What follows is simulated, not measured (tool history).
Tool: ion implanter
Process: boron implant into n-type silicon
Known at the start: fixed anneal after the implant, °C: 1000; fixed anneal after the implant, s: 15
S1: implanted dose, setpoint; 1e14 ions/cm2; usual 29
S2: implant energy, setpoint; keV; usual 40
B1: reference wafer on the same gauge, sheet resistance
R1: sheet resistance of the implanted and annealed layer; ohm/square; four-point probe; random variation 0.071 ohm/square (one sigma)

Run 1, hour 0: usual settings but S2 44 keV; B1 52.4. Result: R1 46.72 ohm/square.
Run 2, hour 18.5: usual settings but S2 44 keV; B1 52.4. Result: R1 46.94 ohm/square.
Run 3, hour 107.5: usual settings but S2 44 keV; B1 52.41. Result: R1 46.96 ohm/square.
Run 4, hour 136.7: usual settings but S2 44.5 keV; B1 52.41. Result: R1 46.95 ohm/square.
Run 5, hour 160.1: usual settings but S2 44.5 keV; B1 52.41. Result: R1 46.82 ohm/square.
Run 6, hour 179.3: usual settings but S1 24.44 1e14 ions/cm2, S2 44.5 keV; B1 52.38. Result: R1 52.2 ohm/square.
Run 7, hour 203.5: usual settings but S1 24.44 1e14 ions/cm2, S2 44.5 keV; B1 52.39. Result: R1 52.3 ohm/square.
Run 8, hour 229.7: usual settings; B1 52.4. Result: R1 47.87 ohm/square.
Run 9, hour 261: usual settings; B1 52.4. Result: R1 48.05 ohm/square.
Run 10, hour 288.8: usual settings; B1 52.39. Result: R1 48.05 ohm/square.
Run 11, hour 317.3: usual settings but S2 46 keV; B1 52.39. Result: R1 46.84 ohm/square.
Run 12, hour 343.8: usual settings but S2 46 keV; B1 52.39. Result: R1 46.89 ohm/square.
Run 13, hour 371.7: usual settings but S2 46 keV; B1 52.4. Result: R1 46.86 ohm/square.
Run 14, hour 444.1: usual settings but S1 30.94 1e14 ions/cm2, S2 32 keV; B1 52.4. Result: R1 49.24 ohm/square.
Run 15, hour 470.3: usual settings but S1 30.94 1e14 ions/cm2, S2 32 keV; B1 52.39. Result: R1 48.73 ohm/square.
Run 16, hour 483.5: usual settings but S1 30.94 1e14 ions/cm2, S2 32 keV; B1 52.38. Result: R1 48.68 ohm/square.
Run 17, hour 506: usual settings; B1 52.41. Result: R1 47.61 ohm/square.
Run 18, hour 529: usual settings; B1 52.41. Result: R1 47.68 ohm/square.
Run 19, hour 543.9: usual settings but S2 49 keV; B1 52.42. Result: R1 45.94 ohm/square.
Run 20, hour 576.1: usual settings; B1 52.4. Result: R1 47.57 ohm/square.
Run 21, hour 593.9: usual settings but S2 49 keV; B1 52.4. Result: R1 45.92 ohm/square.
Run 22, hour 611.1: usual settings but S1 25.23 1e14 ions/cm2, S2 27.5 keV; B1 52.4. Result: R1 56.17 ohm/square.
Run 23, hour 640.9: usual settings but S1 36.94 1e14 ions/cm2; B1 52.4. Result: R1 42.4 ohm/square.
Run 24, hour 735.1: usual settings; B1 52.41. Result: R1 47.89 ohm/square.
Run 25, hour 757.9: usual settings but S1 23.35 1e14 ions/cm2; B1 52.4. Result: R1 54.43 ohm/square.
Run 26, hour 773.2: usual settings but S2 53 keV; B1 52.4. Result: R1 45.67 ohm/square.
Run 27, hour 799.1: usual settings but S2 44 keV; B1 52.39. Result: R1 46.96 ohm/square.
Run 28, hour 813.3: usual settings but S1 26.81 1e14 ions/cm2, S2 31 keV; B1 52.39. Result: R1 52.96 ohm/square.
Run 29, hour 832.6: usual settings but S1 35.13 1e14 ions/cm2, S2 47 keV; B1 52.39. Result: R1 41.58 ohm/square.
Run 30, hour 857.6: usual settings; B1 52.41. Result: R1 47.74 ohm/square.
Run 31, hour 878.3: usual settings but S1 20.71 1e14 ions/cm2, S2 52.5 keV; B1 52.41. Result: R1 57.76 ohm/square.
Run 32, hour 895: usual settings but S1 32.16 1e14 ions/cm2, S2 28 keV; B1 52.4. Result: R1 50.52 ohm/square.
Run 33, hour 908.7: usual settings; B1 52.39. Result: R1 47.93 ohm/square.
Run 34, hour 935.3: usual settings but S2 48.5 keV; B1 52.4. Result: R1 46.29 ohm/square.
Run 35, hour 963.3: usual settings but S1 20.99 1e14 ions/cm2, S2 45 keV; B1 52.4. Result: R1 57.99 ohm/square.
Run 36, hour 992.1: usual settings but S1 34.13 1e14 ions/cm2, S2 50.5 keV; B1 52.4. Result: R1 41.92 ohm/square.

Not shown: 3 entries that the log had between the listed runs. Between which runs, and how does the tool's hidden state differ before and after?
Between runs 10 and 11: extraction supply calibrated (hour 316.8)
  deviation of the true dose from the Faraday cup's reading, %: -1.76 -> -1.86
  measured less the result without the state, R1: +0.47 -> +0.52 ohm/square
Between runs 14 and 15: Faraday cup replaced and dose calibrated (hour 469.8)
  deviation of the true dose from the Faraday cup's reading, %: -2.28 -> -0.154
  measured less the result without the state, R1: +0.5 -> +0.03 ohm/square
Between runs 23 and 24: gauge calibrated (hour 672.7)
  deviation of the true dose from the Faraday cup's reading, %: -0.716 -> -1.03
  measured less the result without the state, R1: +0.13 -> +0.28 ohm/square
